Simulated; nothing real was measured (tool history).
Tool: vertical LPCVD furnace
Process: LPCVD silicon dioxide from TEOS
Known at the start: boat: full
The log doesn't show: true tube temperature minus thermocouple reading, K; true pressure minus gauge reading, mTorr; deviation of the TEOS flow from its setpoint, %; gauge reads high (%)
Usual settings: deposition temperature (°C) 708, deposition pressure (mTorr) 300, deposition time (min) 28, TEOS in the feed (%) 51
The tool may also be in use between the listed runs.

run     day  deposition temperature (°C)  deposition pressure (mTorr)  deposition time (min)  TEOS in the feed (%)  wafers since the last listed run  hours since the last temperature calibration  hours since the pressure gauge was zeroed  hours since the TEOS flow controller was replaced  hours since the gauge calibration  read-back reference wafer on the same gauge, thickness  film thickness on the monitor wafer in the middle of the boat (nm)
  1       0                          708                          300                     28                    51                                 0                                        4303.2                                       4619                                             4395.9                             1654.3                                                  205.14                                                              249.76
  2   2.608                          708                          300                     28                    46                               655                                        4365.8                                     4681.6                                             4458.5                             1716.9                                                  204.97                                                              234.54
  3    4.55                          708                          300                     28                    46                               487                                        4412.4                                     4728.2                                             4505.1                             1763.5                                                  205.17                                                              235.58
  4   5.683                          708                          300                     28                    46                               284                                        4439.6                                     4755.4                                             4532.3                             1790.7                                                  205.06                                                              236.08
      7.896  -- gauge calibrated
  5   8.571                          708                          300                     28                    51                               725                                        4508.9                                     4824.7                                             4601.6                               16.2                                                  204.69                                                              247.07
  6  11.346                          708                          300                     28                    51                               697                                        4575.5                                     4891.3                                             4668.2                               82.8                                                  204.76                                                              248.66
  7  12.925                          708                          300                     28                    51                               396                                        4613.4                                     4929.2                                             4706.1                              120.7                                                  205.16                                                              250.31
  8   15.85                          708                          300                     28                    58                               734                                        4683.6                                     4999.4                                             4776.3                              190.9                                                  204.95                                                              265.19
  9  18.467                          705                          300                     28                    51                               657                                        4746.4                                     5062.2                                             4839.1                              253.7                                                     205                                                              233.17
 10  20.454                          705                          300                     28                    51                               499                                        4794.1                                     5109.9                                             4886.8                              301.4                                                   204.5                                                              232.72
 11  23.333                          708                          300                     28                    51                               723                                        4863.2                                       5179                                             4955.9                              370.5                                                  205.04                                                               249.4
 12  25.067                          708                          300                     31                    51                               435                                        4904.8                                     5220.6                                             4997.5                              412.1                                                  205.18                                                              274.98
     26.408  -- thermocouples replaced and temperature profile calibrated
 13  27.371                          704                          230                   17.5                    42                               327                                          23.1                                     5275.9                                             5052.8                              467.4                                                     205                                                              102.74
 14  29.638                          708                          300                     28                    51                               569                                          77.5                                     5330.3                                             5107.2                              521.8                                                   204.8                                                              227.07
 15  31.412                          698                          365                   37.5                    55                               445                                         120.1                                     5372.9                                             5149.8                              564.4                                                  204.99                                                              276.55
 16  33.075                          708                          300                     28                    51                               417                                           160                                     5412.8                                             5189.7                              604.3                                                  205.52                                                              227.44
     34.204  -- pressure gauge zeroed
 17  34.371                          708                          300                     28                    51                                74                                         191.1                                          4                                             5220.8                              635.4                                                  204.91                                                              229.34
 18  36.142                          708                          355                     28                    59                               444                                         233.6                                       46.5                                             5263.3                              677.9                                                  204.93                                                              266.55
 19  37.433                          718                          300                     21                    45                               324                                         264.6                                       77.5                                             5294.3                              708.9                                                  204.53                                                              201.81
 20  39.046                          714                          300                     28                    54                               405                                         303.3                                      116.2                                               5333                              747.6                                                  204.84                                                              271.85
 21  40.542                          708                          330                     28                    51                               375                                         339.2                                      152.1                                             5368.9                              783.5                                                   204.9                                                              240.86
 22    42.1                          703                          265                     28                    57                               391                                         376.6                                      189.5                                             5406.3                              820.9                                                   205.1                                                              201.66
     43.617  -- TEOS flow controller replaced
 23  50.783                          714                          300                     28                    51                              1930                                           585                                      397.9                                                172                             1029.3                                                  205.09                                                              267.81
 24  52.021                          708                          300                     28                    51                               310                                         614.7                                      427.6                                              201.7                               1059                                                  204.83                                                              232.11
 25  53.171                          708                          355                     28                    59                               288                                         642.3                                      455.2                                              229.3                             1086.6                                                  204.49                                                              273.53
 26  55.988                          713                          350                     28                    51                               707                                         709.9                                      522.8                                              296.9                             1154.2                                                  205.21                                                              284.42
 27  58.558                          708                          300                     28                    51                               645                                         771.6                                      584.5                                              358.6                             1215.9                                                  204.68                                                              235.35
 28  59.712                          713                          300                   18.5                    42                               289                                         799.3                                      612.2                                              386.3                             1243.6                                                  204.74                                                              156.66
 29  60.958                          708                          300                     25                    51                               313                                         829.2                                      642.1                                              416.2                             1273.5                                                  205.24                                                              211.23
 30  63.279                          708                          300                     28                    45                               583                                         884.9                                      697.8                                              471.9                             1329.2                                                  205.47                                                              221.68
 31  65.779                          708                          300                     21                    56                               628                                         944.9                                      757.8                                              531.9                             1389.2                                                  204.74                                                              184.14
 32  68.062                          708                          300                     28                    51                               573                                         999.7                                      812.6                                              586.7                               1444                                                  205.04                                                              234.55

Forecast each of these 3 alternatives for the next run:
  A  68.238                          708                          300                     28                    61                                43                                        1003.9                                      816.8                                              590.9                             1448.2                                                       ?                                                                   ?
  B  68.238                          715                          255                   23.5                    54                                43                                        1003.9                                      816.8                                              590.9                             1448.2                                                       ?                                                                   ?
  C  68.238                          698                          300                     19                    45                                43                                        1003.9                                      816.8                                              590.9                             1448.2                                                       ?                                                                   ?

run  read-back reference wafer on the same gauge, thickness  film thickness on the monitor wafer in the middle of the boat (nm)
  A                                                  205.07                                                              257.12
  B                                                  205.07                                                              219.26
  C                                                  205.07                                                              119.07
Without the tool's hidden state the same runs would have given:
run  film thickness on the monitor wafer in the middle of the boat (nm)
  A                                                              242.38
  B                                                              206.87
  C                                                              112.11
